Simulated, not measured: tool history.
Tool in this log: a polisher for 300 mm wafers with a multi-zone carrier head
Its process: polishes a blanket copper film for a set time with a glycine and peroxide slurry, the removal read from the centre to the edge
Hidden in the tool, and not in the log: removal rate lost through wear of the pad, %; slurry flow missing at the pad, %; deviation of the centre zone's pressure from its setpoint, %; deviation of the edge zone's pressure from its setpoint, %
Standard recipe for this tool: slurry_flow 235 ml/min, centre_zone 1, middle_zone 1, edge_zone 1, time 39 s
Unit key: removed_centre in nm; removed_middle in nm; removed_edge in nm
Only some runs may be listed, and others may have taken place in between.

| run | hour | slurry_flow | centre_zone | middle_zone | edge_zone | time | wafers since the last listed run | wafers polished on this pad | hours since the slurry nozzle was cleaned | hours since the centre zone pressure was calibrated | hours since the edge zone pressure was calibrated | hours since the carrier head's membrane was replaced | incoming thickness of the incoming film, nm | removed_centre | removed_middle | removed_edge |
|---|---|---|---|---|---|---|---|---|---|---|---|---|---|---|---|---|
| 1 | 0 | 235 | 1 | 0.93 | 1.03 | 39 | 0 | 4828 | 25.1 | 1044.2 | 542.4 | 271.8 | 1779.8 | 171.3 | 164.8 | 177.8 |
|  | 16.5 | centre zone pressure recalibrated |
| 2 | 90.4 | 235 | 1 | 0.93 | 1.03 | 39 | 1179 | 6007 | 115.5 | 73.9 | 632.8 | 362.2 | 1797.7 | 168.1 | 158.2 | 173.2 |
| 3 | 182.8 | 235 | 1 | 0.93 | 1.03 | 39 | 1232 | 7240 | 207.9 | 166.3 | 725.2 | 454.6 | 1800.1 | 162.7 | 154.1 | 170 |
|  | 227.6 | worn pad replaced by a new one |
| 4 | 392.5 | 235 | 1 | 1 | 1 | 39 | 2743 | 2199 | 417.6 | 376 | 934.9 | 664.3 | 1794 | 166.8 | 167.8 | 176.7 |
| 5 | 470.8 | 235 | 0.9 | 0.88 | 1.12 | 50 | 1044 | 3244 | 495.9 | 454.3 | 1013.2 | 742.6 | 1826.8 | 194.3 | 193.9 | 232.6 |
|  | 509.2 | edge zone pressure recalibrated |
| 6 | 555.1 | 260 | 1 | 1 | 1.05 | 45 | 1097 | 4341 | 580.2 | 538.6 | 45.9 | 826.9 | 1810.4 | 193.9 | 193.8 | 203.2 |
| 7 | 638.2 | 300 | 1 | 0.89 | 1 | 31 | 1108 | 5450 | 663.3 | 621.7 | 129 | 910 | 1791 | 133.4 | 122.1 | 138.4 |
|  | 715.5 | slurry nozzle cleaned |
| 8 | 734.3 | 235 | 1 | 1 | 1 | 39 | 1268 | 6718 | 18.8 | 717.8 | 225.1 | 1006.1 | 1794.1 | 169.7 | 169.3 | 172.3 |
|  | 774 | carrier head's membrane replaced by a new one |
| 9 | 794.7 | 235 | 0.92 | 1.03 | 1.06 | 39 | 738 | 7457 | 79.2 | 778.2 | 285.5 | 20.7 | 1825.7 | 154.2 | 171.3 | 174.7 |
|  | 873.3 | worn pad replaced by a new one |
| 10 | 873.8 | 155 | 1 | 1.03 | 0.95 | 34 | 1001 | 6 | 158.3 | 857.3 | 364.6 | 99.8 | 1769.9 | 146.5 | 153.2 | 150.2 |
| 11 | 939.6 | 235 | 0.88 | 1.1 | 1 | 27 | 877 | 884 | 224.1 | 923.1 | 430.4 | 165.6 | 1792.9 | 110.5 | 135.2 | 126 |
|  | 956.5 | centre zone pressure recalibrated |
| 12 | 1011.3 | 235 | 0.89 | 0.88 | 1 | 39 | 929 | 1813 | 295.8 | 54.8 | 502.1 | 237.3 | 1805.3 | 158.9 | 154.5 | 178.5 |
| 13 | 1058.8 | 290 | 1 | 1.1 | 1 | 39 | 633 | 2447 | 343.3 | 102.3 | 549.6 | 284.8 | 1801.7 | 176.9 | 190.1 | 183.1 |
| 14 | 1103.1 | 235 | 1 | 1.1 | 1 | 32 | 590 | 3038 | 387.6 | 146.6 | 593.9 | 329.1 | 1827.7 | 139.9 | 152.7 | 145.3 |
| 15 | 1155.7 | 235 | 1 | 1 | 1 | 39 | 701 | 3739 | 440.2 | 199.2 | 646.5 | 381.7 | 1793 | 170.9 | 172.9 | 172.9 |
| 16 | 1265.1 | 190 | 1.05 | 0.93 | 1 | 50 | 1459 | 5198 | 549.6 | 308.6 | 755.9 | 491.1 | 1830.8 | 214.2 | 194.7 | 215.8 |
|  | 1296.9 | slurry nozzle cleaned |
| 17 | 1319.7 | 235 | 0.93 | 1 | 1.07 | 39 | 714 | 5913 | 22.8 | 363.2 | 810.5 | 545.7 | 1796.7 | 163.6 | 171.5 | 179.3 |
| 18 | 1523.4 | 235 | 0.95 | 1 | 1 | 39 | 2716 | 8630 | 226.5 | 566.9 | 1014.2 | 749.4 | 1791.4 | 155.8 | 163.8 | 166.1 |
| 19 | 1562.5 | 235 | 1.09 | 1 | 1 | 39 | 521 | 9152 | 265.6 | 606 | 1053.3 | 788.5 | 1826.9 | 173.4 | 159.1 | 165.7 |
|  | 1581.2 | worn pad replaced by a new one |
| 20 | 1620.4 | 190 | 1 | 0.91 | 1 | 46 | 718 | 523 | 323.5 | 663.9 | 1111.2 | 846.4 | 1767.7 | 202.3 | 188.3 | 211.2 |
|  | 1662.8 | edge zone pressure recalibrated |
| 21 | 1670.9 | 235 | 1 | 1 | 1 | 39 | 646 | 1169 | 374 | 714.4 | 8.1 | 896.9 | 1810 | 174.4 | 177.3 | 181.6 |
| 22 | 1771.2 | 235 | 1.1 | 1 | 1 | 46 | 1337 | 2507 | 474.3 | 814.7 | 108.4 | 997.2 | 1785.1 | 217.8 | 203.1 | 205.2 |

Consider 4 possible next runs. They are alternatives, not a sequence: every one starts from the tool as it was left by run 22. What does each give?
| A | 1771.6 | 235 | 1 | 1 | 1 | 39 | 5 | 2513 | 474.7 | 815.1 | 108.8 | 997.6 | 1820.4 | ? | ? | ? |
| B | 1771.6 | 235 | 1 | 1 | 0.97 | 39 | 5 | 2513 | 474.7 | 815.1 | 108.8 | 997.6 | 1820.4 | ? | ? | ? |
| C | 1771.6 | 235 | 1 | 1.09 | 1 | 33 | 5 | 2513 | 474.7 | 815.1 | 108.8 | 997.6 | 1820.4 | ? | ? | ? |
| D | 1771.6 | 235 | 1 | 1.08 | 0.92 | 39 | 5 | 2513 | 474.7 | 815.1 | 108.8 | 997.6 | 1820.4 | ? | ? | ? |

| run | removed_centre | removed_middle | removed_edge |
|---|---|---|---|
| A | 168.9 | 173 | 176.9 |
| B | 168.9 | 173 | 174.7 |
| C | 143 | 157.5 | 149.5 |
| D | 169 | 184.7 | 170.9 |
Without the tool's unlogged condition, the same runs would have read:
| run | removed_centre | removed_middle | removed_edge |
|---|---|---|---|
| A | 181.1 | 184.6 | 186.9 |
| B | 181.1 | 184.6 | 184.6 |
| C | 153.3 | 168.1 | 157.9 |
| D | 181.2 | 197.1 | 180.5 |
